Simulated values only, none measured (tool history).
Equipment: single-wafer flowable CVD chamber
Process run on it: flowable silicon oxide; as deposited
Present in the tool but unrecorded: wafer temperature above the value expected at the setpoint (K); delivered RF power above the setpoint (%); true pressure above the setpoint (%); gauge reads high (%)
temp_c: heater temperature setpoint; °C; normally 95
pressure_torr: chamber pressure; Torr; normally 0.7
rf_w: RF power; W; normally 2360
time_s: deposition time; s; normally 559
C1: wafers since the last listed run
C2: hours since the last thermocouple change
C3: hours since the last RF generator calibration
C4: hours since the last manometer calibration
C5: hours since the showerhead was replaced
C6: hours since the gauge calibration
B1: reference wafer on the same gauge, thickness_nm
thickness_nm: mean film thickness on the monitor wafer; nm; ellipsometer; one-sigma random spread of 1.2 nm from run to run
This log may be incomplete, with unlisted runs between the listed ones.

Run 1, hour 0: usual settings; C1 0; C2 2885.9; C3 956.6; C4 949.5; C5 6777.2; C6 39.7; B1 329.774. Result: thickness_nm 448.615 nm.
Run 2, hour 17.6: usual settings; C1 71; C2 2903.5; C3 974.2; C4 967.1; C5 6794.8; C6 57.3; B1 330.199. Result: thickness_nm 444.945 nm.
Run 3, hour 32: usual settings; C1 58; C2 2917.9; C3 988.6; C4 981.5; C5 6809.2; C6 71.7; B1 329.725. Result: thickness_nm 449.359 nm.
Run 4, hour 41: usual settings; C1 36; C2 2926.9; C3 997.6; C4 990.5; C5 6818.2; C6 80.7; B1 330.295. Result: thickness_nm 450.245 nm.
Run 5, hour 50.8: usual settings; C1 39; C2 2936.7; C3 1007.4; C4 1000.3; C5 6828; C6 90.5; B1 329.99. Result: thickness_nm 449.234 nm.
Run 6, hour 58: usual settings; C1 29; C2 2943.9; C3 1014.6; C4 1007.5; C5 6835.2; C6 97.7; B1 330.165. Result: thickness_nm 449.814 nm.
At hour 73.8: thermocouple changed; heater temperature recalibrated.
At hour 80.8: RF generator calibrated.
At hour 88.7: capacitance manometer re-zeroed and calibrated.
Run 7, hour 89.2: usual settings but temp_c 99 °C; C1 33; C2 15.4; C3 8.4; C4 0.5; C5 6866.4; C6 128.9; B1 330.02. Result: thickness_nm 324.697 nm.
Run 8, hour 90.2: usual settings; C1 4; C2 16.4; C3 9.4; C4 1.5; C5 6867.4; C6 129.9; B1 329.899. Result: thickness_nm 362.25 nm.
At hour 112.9: showerhead replaced.
Run 9, hour 113.4: usual settings; C1 61; C2 39.6; C3 32.6; C4 24.7; C5 0.5; C6 153.1; B1 329.912. Result: thickness_nm 363.444 nm.
Run 10, hour 113.9: usual settings; C1 2; C2 40.1; C3 33.1; C4 25.2; C5 1; C6 153.6; B1 329.7. Result: thickness_nm 363.395 nm.
Run 11, hour 130.4: usual settings; C1 66; C2 56.6; C3 49.6; C4 41.7; C5 17.5; C6 170.1; B1 330.097. Result: thickness_nm 364.488 nm.
Run 12, hour 146.4: usual settings but pressure_torr 0.611 Torr; C1 64; C2 72.6; C3 65.6; C4 57.7; C5 33.5; C6 186.1; B1 329.963. Result: thickness_nm 315.987 nm.
At hour 146.7: gauge calibrated.
Run 13, hour 152.6: usual settings but rf_w 2770 W, time_s 614 s; C1 25; C2 78.8; C3 71.8; C4 63.9; C5 39.7; C6 5.9; B1 329.931. Result: thickness_nm 409.672 nm.
Run 14, hour 164.5: usual settings but pressure_torr 0.653 Torr, time_s 490 s; C1 48; C2 90.7; C3 83.7; C4 75.8; C5 51.6; C6 17.8; B1 329.964. Result: thickness_nm 297.5 nm.

What will run 15 give?
Run 15, hour 177.3: usual settings but pressure_torr 0.531 Torr, time_s 645 s; C1 51; C2 103.5; C3 96.5; C4 88.6; C5 64.4; C6 30.6; B1 ?. Result: thickness_nm ?.

{"run 15": {"B1": 329.956, "thickness_nm": 321.585}}
Without the tool's hidden state the same run would have given thickness_nm 326.362 nm.
